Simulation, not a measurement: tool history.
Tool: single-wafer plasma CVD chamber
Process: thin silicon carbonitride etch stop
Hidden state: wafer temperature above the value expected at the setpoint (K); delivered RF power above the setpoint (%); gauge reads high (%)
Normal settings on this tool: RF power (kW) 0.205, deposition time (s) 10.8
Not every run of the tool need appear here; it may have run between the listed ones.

| run | hour | RF power (kW) | deposition time (s) | wafers since the last listed run | hours since the last thermocouple change | hours since the last RF generator calibration | hours since the showerhead was replaced | hours since the gauge calibration | read-back reference wafer on the same gauge, thickness_nm | mean film thickness on the monitor wafer (Å) |
|---|---|---|---|---|---|---|---|---|---|---|
| 1 | 0 | 0.205 | 10.8 | 0 | 1826.9 | 1964.8 | 4476.8 | 97.1 | 5.132 | 59.66 |
| 2 | 9.5 | 0.205 | 10.8 | 412 | 1836.4 | 1974.3 | 4486.3 | 106.6 | 5.128 | 59.74 |
| 3 | 22.9 | 0.19 | 10.1 | 581 | 1849.8 | 1987.7 | 4499.7 | 120 | 5.13 | 54.89 |
| 4 | 29.4 | 0.195 | 10.8 | 282 | 1856.3 | 1994.2 | 4506.2 | 126.5 | 5.127 | 59.11 |
| 5 | 43.8 | 0.205 | 11.9 | 625 | 1870.7 | 2008.6 | 4520.6 | 140.9 | 5.13 | 65.75 |
|  | 53.8 | showerhead replaced |
|  | 55.6 | thermocouple changed; heater temperature recalibrated |
| 6 | 60.6 | 0.205 | 10.8 | 306 | 5 | 2025.4 | 6.8 | 157.7 | 5.129 | 59.53 |
|  | 74.8 | RF generator calibrated |
| 7 | 75.3 | 0.205 | 10.8 | 290 | 19.7 | 0.5 | 21.5 | 172.4 | 5.126 | 59.72 |
| 8 | 81.7 | 0.215 | 9.4 | 277 | 26.1 | 6.9 | 27.9 | 178.8 | 5.129 | 52.45 |
|  | 88.4 | gauge calibrated |
| 9 | 93 | 0.205 | 10.8 | 490 | 37.4 | 18.2 | 39.2 | 4.6 | 5.126 | 59.68 |
| 10 | 101.6 | 0.205 | 10.8 | 373 | 46 | 26.8 | 47.8 | 13.2 | 5.128 | 59.73 |
| 11 | 108.5 | 0.24 | 12.9 | 299 | 52.9 | 33.7 | 54.7 | 20.1 | 5.134 | 73.69 |
| 12 | 125.2 | 0.245 | 12.8 | 724 | 69.6 | 50.4 | 71.4 | 36.8 | 5.13 | 73.46 |
| 13 | 142.9 | 0.215 | 10.1 | 768 | 87.3 | 68.1 | 89.1 | 54.5 | 5.13 | 56.35 |
| 14 | 154.9 | 0.185 | 12.8 | 520 | 99.3 | 80.1 | 101.1 | 66.5 | 5.131 | 69.33 |
| 15 | 172.2 | 0.185 | 12.7 | 750 | 116.6 | 97.4 | 118.4 | 83.8 | 5.131 | 68.75 |

State the hidden condition of the tool at each of the runs:
wafer temperature above the value expected at the setpoint (K): 0 at every run
delivered RF power above the setpoint (%): 0 at every run
gauge reads high (%): 0 at every run
